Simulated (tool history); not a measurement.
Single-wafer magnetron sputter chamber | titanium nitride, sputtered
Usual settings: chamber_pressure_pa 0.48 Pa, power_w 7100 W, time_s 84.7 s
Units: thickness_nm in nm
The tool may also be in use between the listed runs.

run	hour	chamber_pressure_pa	power_w	time_s	wafers since the last listed run	wafers on the sputter target	hours since the last manometer calibration	hours since the magnet pack was replaced	hours since the gauge calibration	read-back reference wafer on the same gauge, thickness_nm	thickness_nm
1	0	0.48	7100	84.7	0	2819	1940.4	7071.4	268.5	94.412	84.751
# hour 12: sputter target and shields replaced
2	20	0.48	7100	84.7	178	118	1960.4	7091.4	288.5	94.394	85.348
# hour 40.2: gauge calibrated
3	42.8	0.48	7100	84.7	339	458	1983.2	7114.2	2.6	94.395	85.327
4	76.3	0.48	7100	84.7	498	957	2016.7	7147.7	36.1	94.4	85.464
5	99.2	0.48	7100	84.7	340	1298	2039.6	7170.6	59	94.427	85.52
6	129.5	0.48	7100	84.7	451	1749	2069.9	7200.9	89.3	94.404	85.481
7	145.8	0.48	7100	84.7	242	1992	2086.2	7217.2	105.6	94.402	85.153
8	160.8	0.48	7100	84.7	223	2215	2101.2	7232.2	120.6	94.393	84.732
9	179.2	0.48	7100	84.7	273	2489	2119.6	7250.6	139	94.419	84.608
# hour 206.5: sputter target and shields replaced
10	207.2	0.48	7100	84.7	297	10	2147.6	7278.6	167	94.414	85.47
# hour 233.6: magnet pack replaced
11	234.7	0.48	7100	84.7	290	300	2175.1	1.1	194.5	94.385	85.538
12	255.1	0.48	7100	99.9	303	604	2195.5	21.5	214.9	94.421	100.907
13	277	0.48	7100	84.7	326	930	2217.4	43.4	236.8	94.382	85.53
# hour 300.1: capacitance manometer re-zeroed and calibrated
14	307.2	0.373	7100	69	330	1261	7.1	73.6	267	94.411	71.113
15	331.5	0.321	7700	99.8	361	1622	31.4	97.9	291.3	94.377	112.426
# hour 337.1: gauge calibrated
16	346.3	0.48	8500	84.7	220	1843	46.2	112.7	9.2	94.433	97.871
17	370.5	0.48	7100	84.7	360	2203	70.4	136.9	33.4	94.408	83.519
18	397.2	0.48	7100	84.7	397	2601	97.1	163.6	60.1	94.402	83.172
# hour 409: sputter target and shields replaced
19	423.1	0.48	7100	84.7	266	209	123	189.5	86	94.4	83.991
20	445.7	0.48	7100	75.9	336	545	145.6	212.1	108.6	94.382	75.399
21	459.1	0.631	7800	84.7	199	745	159	225.5	122	94.386	86.351
22	481.1	0.48	7100	84.7	327	1073	181	247.5	144	94.399	83.939
23	510.3	0.659	7100	84.7	434	1507	210.2	276.7	173.2	94.408	78.461

3 ways to go on from here, each from the tool as it stands after run 23. What would each give?
A	510.7	0.406	7100	84.7	5	1513	210.6	277.1	173.6	?	?
B	510.7	0.48	7100	80.1	5	1513	210.6	277.1	173.6	?	?
C	510.7	0.48	5400	84.7	5	1513	210.6	277.1	173.6	?	?

run	read-back reference wafer on the same gauge, thickness_nm	thickness_nm
A	94.393	86.451
B	94.393	79.474
C	94.393	66.629
Without the tool's hidden state the same runs would have given:
run	thickness_nm
A	86.299
B	79.252
C	66.443
